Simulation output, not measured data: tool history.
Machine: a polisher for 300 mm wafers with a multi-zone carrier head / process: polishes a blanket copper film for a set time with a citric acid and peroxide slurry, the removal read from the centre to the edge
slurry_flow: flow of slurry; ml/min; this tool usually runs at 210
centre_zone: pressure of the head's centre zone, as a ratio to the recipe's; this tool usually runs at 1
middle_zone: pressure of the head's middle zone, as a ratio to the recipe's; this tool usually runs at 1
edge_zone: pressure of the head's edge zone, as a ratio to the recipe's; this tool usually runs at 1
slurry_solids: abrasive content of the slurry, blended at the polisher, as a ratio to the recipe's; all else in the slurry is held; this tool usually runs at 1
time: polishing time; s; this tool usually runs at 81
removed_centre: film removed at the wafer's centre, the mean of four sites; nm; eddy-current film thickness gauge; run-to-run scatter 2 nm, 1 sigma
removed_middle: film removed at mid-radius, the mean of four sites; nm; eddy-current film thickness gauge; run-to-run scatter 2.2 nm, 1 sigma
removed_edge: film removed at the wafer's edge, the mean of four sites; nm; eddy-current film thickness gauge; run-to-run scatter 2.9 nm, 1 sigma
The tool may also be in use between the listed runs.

run	hour	slurry_flow	centre_zone	middle_zone	edge_zone	slurry_solids	time	incoming thickness of the incoming film, nm	removed_centre	removed_middle	removed_edge
1	0	210	1.08	1	1	1	81	1118.8	199.4	198.4	189.9
2	14	210	1.08	1	1	1	81	1107	202	195.2	190.4
3	46.1	210	1	0.96	1	1	99	1137.3	227.2	231.8	222.8
4	68.4	210	1	0.96	1	1	99	1132.4	223.3	224.1	231.5
5	83	195	1	1	1	1	81	1132.6	180.5	191.6	186.7
# hour 87.6: worn pad replaced by a new one
# hour 91.7: edge zone pressure recalibrated
6	107	195	1	1	1	1	81	1122.3	190.6	195.6	190.4
# hour 112.9: slurry nozzle cleaned
7	119.3	210	1	1.05	1	1	81	1111	189.6	202.4	190.1
8	147.5	210	1	0.94	1	1	81	1141.9	188.8	185.3	192.1
9	178.7	210	1	1	1	1	81	1143.4	186.7	194.3	186.5
# hour 213.1: worn pad replaced by a new one
10	213.6	210	1	1	1	1	81	1105.3	194.6	203.6	196.7
11	238.6	195	1	1	1	1	81	1135.6	187.8	198.4	186.4
12	257.8	210	1	1	1	1	81	1120.4	187.7	201.3	189.3
13	282.6	285	0.96	1	1	1	60	1117.3	137.2	148.6	143.6
# hour 298.6: centre zone pressure recalibrated
# hour 310.9: carrier head's membrane replaced by a new one
# hour 319.4: worn pad replaced by a new one
14	319.9	210	1	1	1	1.15	62	1116	154	163	157.7
15	338.9	155	1	1.04	1.06	1	81	1109.4	183.6	199.3	194.6
16	357.2	210	1	1.06	1	0.8	81	1102.3	176.8	192.7	179.5
17	382.9	210	1	1.06	1	1	81	1115.5	186.4	204.8	186.7
18	401.2	210	1.09	1	1.1	1	81	1131.1	195.3	197.6	194.6
19	416	250	1	0.88	1	1	81	1108.8	187.3	179.4	187.4
# hour 439.1: worn pad replaced by a new one
20	448.1	210	0.91	1.12	1	1	81	1105.9	179.6	221.1	195.2

Predict each of these 5 candidate next runs independently; none follows another, all start after run 20:
A	448.5	210	1	1	1	1	81	1116.2	?	?	?
B	448.5	210	1.06	1	1.03	1.15	81	1116.2	?	?	?
C	448.5	275	1	1.08	0.93	1.15	81	1116.2	?	?	?
D	448.5	210	1	1	1	1.25	81	1116.2	?	?	?
E	448.5	210	1	1	1	1	53	1116.2	?	?	?

run	removed_centre	removed_middle	removed_edge
A	192.4	201.9	193.1
B	208.9	209.5	203.3
C	205.6	226.6	197.2
D	204	214.2	204.8
E	125.9	132.1	126.4
With the hidden condition removed and each run's random variation left untouched, the same runs would have given:
run	removed_centre	removed_middle	removed_edge
A	195.2	204.9	196
B	212	212.6	206.3
C	208.6	230	200.2
D	207	217.3	207.9
E	127.7	134.1	128.2
